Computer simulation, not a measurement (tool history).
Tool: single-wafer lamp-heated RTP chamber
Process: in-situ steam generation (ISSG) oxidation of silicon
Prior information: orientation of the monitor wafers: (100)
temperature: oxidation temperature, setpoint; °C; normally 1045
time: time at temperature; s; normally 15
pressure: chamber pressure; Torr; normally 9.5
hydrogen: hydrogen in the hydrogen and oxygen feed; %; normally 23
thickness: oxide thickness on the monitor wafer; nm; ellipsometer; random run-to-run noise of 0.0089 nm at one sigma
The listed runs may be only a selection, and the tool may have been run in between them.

| run | hour | temperature | time | pressure | hydrogen | read-back reference wafer on the same gauge, thickness | thickness |
|---|---|---|---|---|---|---|---|
| 1 | 0 | 1045 | 15 | 9.5 | 23 | 4.8 | 6.098 |
|  | 79 | pyrometer window cleaned and pyrometer calibrated |
| 2 | 80 | 1045 | 15 | 9.5 | 23 | 4.8 | 5.946 |
| 3 | 123.5 | 1045 | 15 | 9.5 | 23 | 4.799 | 5.982 |
| 4 | 206.9 | 1045 | 15 | 9.5 | 23 | 4.8 | 5.982 |
| 5 | 259.9 | 1045 | 15 | 9.5 | 23 | 4.801 | 6.007 |
| 6 | 303.8 | 1045 | 15 | 9.5 | 23 | 4.799 | 6.031 |
| 7 | 378.7 | 1045 | 15 | 9.5 | 23 | 4.801 | 6.046 |
| 8 | 424.6 | 1045 | 12 | 9.5 | 23 | 4.8 | 5.402 |
| 9 | 469.9 | 1045 | 15 | 9.5 | 23 | 4.8 | 6.069 |
|  | 521.1 | pyrometer window cleaned and pyrometer calibrated |
| 10 | 536.4 | 1045 | 15 | 9.5 | 23 | 4.801 | 5.972 |
| 11 | 578.2 | 1045 | 15 | 9.5 | 23 | 4.799 | 5.999 |
| 12 | 649.8 | 1045 | 15 | 9.5 | 23 | 4.8 | 6.007 |
| 13 | 732.7 | 1032 | 15 | 8.7 | 23 | 4.801 | 5.735 |
| 14 | 831.1 | 1045 | 15 | 9.5 | 31 | 4.8 | 6.49 |
| 15 | 933 | 1045 | 11 | 9.5 | 32 | 4.798 | 5.651 |
|  | 1016.6 | pyrometer window cleaned and pyrometer calibrated |
| 16 | 1025 | 1036 | 12 | 9.5 | 30 | 4.8 | 5.477 |
| 17 | 1128.9 | 1045 | 15 | 9.5 | 32 | 4.798 | 6.455 |
| 18 | 1350.5 | 1045 | 15 | 9.5 | 23 | 4.8 | 6.027 |
| 19 | 1402.9 | 1037 | 15 | 9.5 | 23 | 4.802 | 5.823 |
|  | 1535.8 | pyrometer window cleaned and pyrometer calibrated |
| 20 | 1536.3 | 1053 | 15 | 10.2 | 29 | 4.799 | 6.416 |
| 21 | 1585.2 | 1059 | 11 | 10.2 | 32 | 4.801 | 5.798 |
| 22 | 1659.3 | 1045 | 15 | 8.5 | 28 | 4.797 | 6.361 |
|  | 1683.8 | hydrogen flow controller replaced |
| 23 | 1723.4 | 1025 | 15 | 8.5 | 23 | 4.8 | 5.518 |
|  | 1812.7 | gauge calibrated |
|  | 1844.6 | pressure gauge zeroed |
|  | 2025.2 | pyrometer window cleaned and pyrometer calibrated |
| 24 | 2042.2 | 1045 | 15 | 9.5 | 23 | 4.8 | 5.955 |
| 25 | 2149.7 | 1032 | 15 | 9.5 | 23 | 4.799 | 5.606 |
| 26 | 2199.9 | 1045 | 15 | 9.5 | 23 | 4.799 | 5.988 |
| 27 | 2336.4 | 1060 | 15 | 9.5 | 29 | 4.8 | 6.893 |

5 ways to go on from here, each from the tool as it stands after run 27. What would each give?
| A | 2336.8 | 1045 | 15 | 9.5 | 20 | ? | ? |
| B | 2336.8 | 1045 | 19 | 9.5 | 30 | ? | ? |
| C | 2336.8 | 1028 | 13 | 9.5 | 31 | ? | ? |
| D | 2336.8 | 1045 | 11 | 9.5 | 31 | ? | ? |
| E | 2336.8 | 1035 | 20 | 10.2 | 20 | ? | ? |

| run | read-back reference wafer on the same gauge, thickness | thickness |
|---|---|---|
| A | 4.799 | 5.84 |
| B | 4.799 | 7.229 |
| C | 4.799 | 5.582 |
| D | 4.799 | 5.571 |
| E | 4.799 | 6.345 |
What these runs would have given with no unlogged condition in the tool:
| run | thickness |
|---|---|
| A | 5.753 |
| B | 7.116 |
| C | 5.511 |
| D | 5.495 |
| E | 6.249 |
